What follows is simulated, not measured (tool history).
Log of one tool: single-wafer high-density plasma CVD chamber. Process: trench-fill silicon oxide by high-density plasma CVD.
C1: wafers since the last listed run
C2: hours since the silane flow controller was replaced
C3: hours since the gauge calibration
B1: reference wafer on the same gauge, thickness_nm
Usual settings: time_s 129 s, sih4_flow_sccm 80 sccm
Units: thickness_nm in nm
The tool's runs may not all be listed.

run 1 hour=0.0 | time_s=129 sih4_flow_sccm=80 | C1=0 C2=3555.3 C3=279.2 | B1=932.795 | thickness_nm=873.272
run 2 hour=27.8 | time_s=129 sih4_flow_sccm=76 | C1=317 C2=3583.1 C3=307.0 | B1=933.214 | thickness_nm=827.129
run 3 hour=46.4 | time_s=129 sih4_flow_sccm=76 | C1=212 C2=3601.7 C3=325.6 | B1=933.077 | thickness_nm=829.227
run 4 hour=74.3 | time_s=129 sih4_flow_sccm=85 | C1=318 C2=3629.6 C3=353.5 | B1=933.036 | thickness_nm=927.600
run 5 hour=87.6 | time_s=129 sih4_flow_sccm=85 | C1=151 C2=3642.9 C3=366.8 | B1=933.130 | thickness_nm=927.632
run 6 hour=112.5 | time_s=129 sih4_flow_sccm=85 | C1=284 C2=3667.8 C3=391.7 | B1=932.890 | thickness_nm=924.478
run 7 hour=131.8 | time_s=141 sih4_flow_sccm=80 | C1=220 C2=3687.1 C3=411.0 | B1=933.359 | thickness_nm=951.218
run 8 hour=146.3 | time_s=141 sih4_flow_sccm=80 | C1=165 C2=3701.6 C3=425.5 | B1=932.553 | thickness_nm=949.964
run 9 hour=163.3 | time_s=141 sih4_flow_sccm=80 | C1=194 C2=3718.6 C3=442.5 | B1=932.608 | thickness_nm=949.647
run 10 hour=190.2 | time_s=112 sih4_flow_sccm=80 | C1=307 C2=3745.5 C3=469.4 | B1=932.824 | thickness_nm=756.389
-- hour=196.6 gauge calibrated
run 11 hour=210.7 | time_s=112 sih4_flow_sccm=80 | C1=234 C2=3766.0 C3=14.1 | B1=932.818 | thickness_nm=754.033
run 12 hour=238.2 | time_s=112 sih4_flow_sccm=80 | C1=314 C2=3793.5 C3=41.6 | B1=933.125 | thickness_nm=755.265
run 13 hour=262.4 | time_s=129 sih4_flow_sccm=80 | C1=276 C2=3817.7 C3=65.8 | B1=932.688 | thickness_nm=865.876
run 14 hour=280.6 | time_s=112 sih4_flow_sccm=68 | C1=207 C2=3835.9 C3=84.0 | B1=932.519 | thickness_nm=644.182
run 15 hour=303.8 | time_s=150 sih4_flow_sccm=85 | C1=265 C2=3859.1 C3=107.2 | B1=933.102 | thickness_nm=1071.585
run 16 hour=342.5 | time_s=129 sih4_flow_sccm=80 | C1=442 C2=3897.8 C3=145.9 | B1=933.049 | thickness_nm=868.773
-- hour=373.5 silane flow controller replaced
run 17 hour=374.0 | time_s=146 sih4_flow_sccm=80 | C1=268 C2=0.5 C3=177.4 | B1=933.210 | thickness_nm=1025.962
run 18 hour=439.7 | time_s=105 sih4_flow_sccm=93 | C1=750 C2=66.2 C3=243.1 | B1=932.996 | thickness_nm=853.090
run 19 hour=457.9 | time_s=129 sih4_flow_sccm=80 | C1=207 C2=84.4 C3=261.3 | B1=933.080 | thickness_nm=905.298
run 20 hour=484.9 | time_s=129 sih4_flow_sccm=80 | C1=308 C2=111.4 C3=288.3 | B1=933.389 | thickness_nm=907.284
run 21 hour=515.4 | time_s=129 sih4_flow_sccm=66 | C1=348 C2=141.9 C3=318.8 | B1=932.736 | thickness_nm=745.401
run 22 hour=545.9 | time_s=145 sih4_flow_sccm=80 | C1=348 C2=172.4 C3=349.3 | B1=933.024 | thickness_nm=1015.815
run 23 hour=571.2 | time_s=113 sih4_flow_sccm=95 | C1=289 C2=197.7 C3=374.6 | B1=933.204 | thickness_nm=940.386
run 24 hour=603.6 | time_s=129 sih4_flow_sccm=80 | C1=370 C2=230.1 C3=407.0 | B1=933.042 | thickness_nm=902.279
run 25 hour=626.9 | time_s=144 sih4_flow_sccm=93 | C1=266 C2=253.4 C3=430.3 | B1=933.192 | thickness_nm=1174.531
run 26 hour=651.5 | time_s=129 sih4_flow_sccm=85 | C1=281 C2=278.0 C3=454.9 | B1=932.822 | thickness_nm=960.263

The same runs without the tool's hidden state, with the same run-to-run variation:
The hidden state here: delivered silane flow above the setpoint (%); gauge reads high (%).
run=1 thickness_nm=915.619
run=2 thickness_nm=867.616
run=3 thickness_nm=870.070
run=4 thickness_nm=973.713
run=5 thickness_nm=973.950
run=6 thickness_nm=971.017
run=7 thickness_nm=999.405
run=8 thickness_nm=998.315
run=9 thickness_nm=998.248
run=10 thickness_nm=795.435
run=11 thickness_nm=793.213
run=12 thickness_nm=794.852
run=13 thickness_nm=911.607
run=14 thickness_nm=678.398
run=15 thickness_nm=1128.914
run=16 thickness_nm=915.810
run=17 thickness_nm=1035.195
run=18 thickness_nm=861.620
run=19 thickness_nm=914.600
run=20 thickness_nm=916.980
run=21 thickness_nm=753.714
run=22 thickness_nm=1027.617
run=23 thickness_nm=951.674
run=24 thickness_nm=913.558
run=25 thickness_nm=1189.631
run=26 thickness_nm=972.970
